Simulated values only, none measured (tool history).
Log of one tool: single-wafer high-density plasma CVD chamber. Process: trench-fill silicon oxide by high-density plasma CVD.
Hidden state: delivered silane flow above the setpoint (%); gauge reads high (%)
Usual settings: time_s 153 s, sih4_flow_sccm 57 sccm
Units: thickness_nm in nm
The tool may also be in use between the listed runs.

| run | day | time_s | sih4_flow_sccm | wafers since the last listed run | hours since the silane flow controller was replaced | hours since the gauge calibration | read-back reference wafer on the same gauge, thickness_nm | thickness_nm |
|---|---|---|---|---|---|---|---|---|
| 1 | 0.000 | 153 | 57 | 0 | 2954.0 | 1021.4 | 943.414 | 845.183 |
| 2 | 0.696 | 153 | 57 | 212 | 2970.7 | 1038.1 | 942.914 | 849.909 |
| 3 | 1.617 | 153 | 57 | 281 | 2992.8 | 1060.2 | 944.265 | 847.323 |
| 4 | 2.333 | 143 | 57 | 218 | 3010.0 | 1077.4 | 943.068 | 786.924 |
| 5 | 3.108 | 153 | 57 | 236 | 3028.6 | 1096.0 | 944.362 | 846.643 |
| 6 | 4.204 | 153 | 51 | 334 | 3054.9 | 1122.3 | 945.418 | 772.202 |
| 7 | 5.404 | 153 | 51 | 366 | 3083.7 | 1151.1 | 944.126 | 771.790 |
| 8 | 6.325 | 153 | 51 | 281 | 3105.8 | 1173.2 | 943.717 | 771.741 |
| 9 | 10.312 | 146 | 57 | 1216 | 3201.5 | 1268.9 | 944.218 | 802.934 |
| 10 | 11.171 | 146 | 57 | 261 | 3222.1 | 1289.5 | 944.068 | 805.914 |
| 11 | 11.862 | 146 | 57 | 211 | 3238.7 | 1306.1 | 944.426 | 807.150 |
| 12 | 12.633 | 144 | 57 | 235 | 3257.2 | 1324.6 | 943.696 | 795.770 |
| 13 | 13.404 | 144 | 57 | 235 | 3275.7 | 1343.1 | 944.328 | 796.338 |
| 14 | 14.462 | 144 | 57 | 322 | 3301.1 | 1368.5 | 944.096 | 797.173 |
| 15 | 15.717 | 153 | 57 | 382 | 3331.2 | 1398.6 | 944.383 | 844.674 |
|  | 16.904 | gauge calibrated |
| 16 | 17.262 | 153 | 57 | 471 | 3368.3 | 8.6 | 943.823 | 850.058 |
| 17 | 18.704 | 153 | 57 | 439 | 3402.9 | 43.2 | 944.802 | 843.846 |
| 18 | 19.704 | 153 | 57 | 305 | 3426.9 | 67.2 | 943.418 | 843.991 |
| 19 | 20.471 | 153 | 57 | 233 | 3445.3 | 85.6 | 943.901 | 841.527 |
| 20 | 21.067 | 136 | 51 | 181 | 3459.6 | 99.9 | 944.138 | 685.626 |
| 21 | 22.138 | 136 | 51 | 326 | 3485.3 | 125.6 | 943.782 | 681.656 |
| 22 | 22.654 | 153 | 57 | 157 | 3497.7 | 138.0 | 944.155 | 843.477 |
| 23 | 23.254 | 126 | 64 | 183 | 3512.1 | 152.4 | 943.041 | 767.830 |
| 24 | 23.796 | 173 | 62 | 165 | 3525.1 | 165.4 | 944.063 | 1020.741 |
| 25 | 24.517 | 181 | 64 | 219 | 3542.4 | 182.7 | 944.077 | 1097.136 |
| 26 | 25.896 | 172 | 47 | 420 | 3575.5 | 215.8 | 943.273 | 812.157 |
| 27 | 26.988 | 153 | 57 | 333 | 3601.7 | 242.0 | 944.443 | 844.679 |
| 28 | 27.867 | 153 | 51 | 268 | 3622.8 | 263.1 | 944.157 | 769.200 |
| 29 | 28.846 | 167 | 57 | 298 | 3646.3 | 286.6 | 942.580 | 920.605 |
| 30 | 30.667 | 180 | 67 | 555 | 3690.0 | 330.3 | 944.623 | 1137.748 |
| 31 | 31.754 | 163 | 64 | 331 | 3716.1 | 356.4 | 944.556 | 990.813 |
| 32 | 32.417 | 129 | 64 | 202 | 3732.0 | 372.3 | 942.692 | 787.106 |
| 33 | 33.488 | 180 | 51 | 326 | 3757.7 | 398.0 | 942.509 | 907.368 |
| 34 | 34.583 | 153 | 57 | 334 | 3784.0 | 424.3 | 943.195 | 839.701 |
| 35 | 35.954 | 173 | 62 | 418 | 3816.9 | 457.2 | 943.883 | 1020.707 |
| 36 | 36.462 | 124 | 68 | 155 | 3829.1 | 469.4 | 943.943 | 793.717 |
|  | 37.900 | silane flow controller replaced |
| 37 | 37.917 | 153 | 57 | 342 | 0.4 | 504.3 | 943.510 | 887.829 |
| 38 | 39.179 | 139 | 57 | 385 | 30.7 | 534.6 | 943.479 | 805.838 |
| 39 | 39.771 | 181 | 46 | 180 | 44.9 | 548.8 | 943.514 | 878.264 |
| 40 | 43.304 | 153 | 57 | 1078 | 129.7 | 633.6 | 944.655 | 882.422 |
| 41 | 44.342 | 178 | 47 | 316 | 154.6 | 658.5 | 944.633 | 881.911 |
| 42 | 45.521 | 153 | 57 | 359 | 182.9 | 686.8 | 945.021 | 878.612 |
| 43 | 46.217 | 153 | 68 | 212 | 199.6 | 703.5 | 944.687 | 1021.651 |
| 44 | 47.462 | 138 | 50 | 380 | 229.5 | 733.4 | 944.175 | 713.529 |

4 ways to go on from here, each from the tool as it stands after run 44. What would each give?
| A | 47.479 | 153 | 57 | 5 | 229.9 | 733.8 | ? | ? |
| B | 47.479 | 179 | 62 | 5 | 229.9 | 733.8 | ? | ? |
| C | 47.479 | 131 | 68 | 5 | 229.9 | 733.8 | ? | ? |
| D | 47.479 | 174 | 57 | 5 | 229.9 | 733.8 | ? | ? |

| run | read-back reference wafer on the same gauge, thickness_nm | thickness_nm |
|---|---|---|
| A | 943.822 | 885.397 |
| B | 943.822 | 1110.379 |
| C | 943.822 | 878.071 |
| D | 943.822 | 1006.922 |
Without the tool's hidden state the same runs would have given:
| run | thickness_nm |
|---|---|
| A | 893.699 |
| B | 1120.791 |
| C | 886.304 |
| D | 1016.363 |
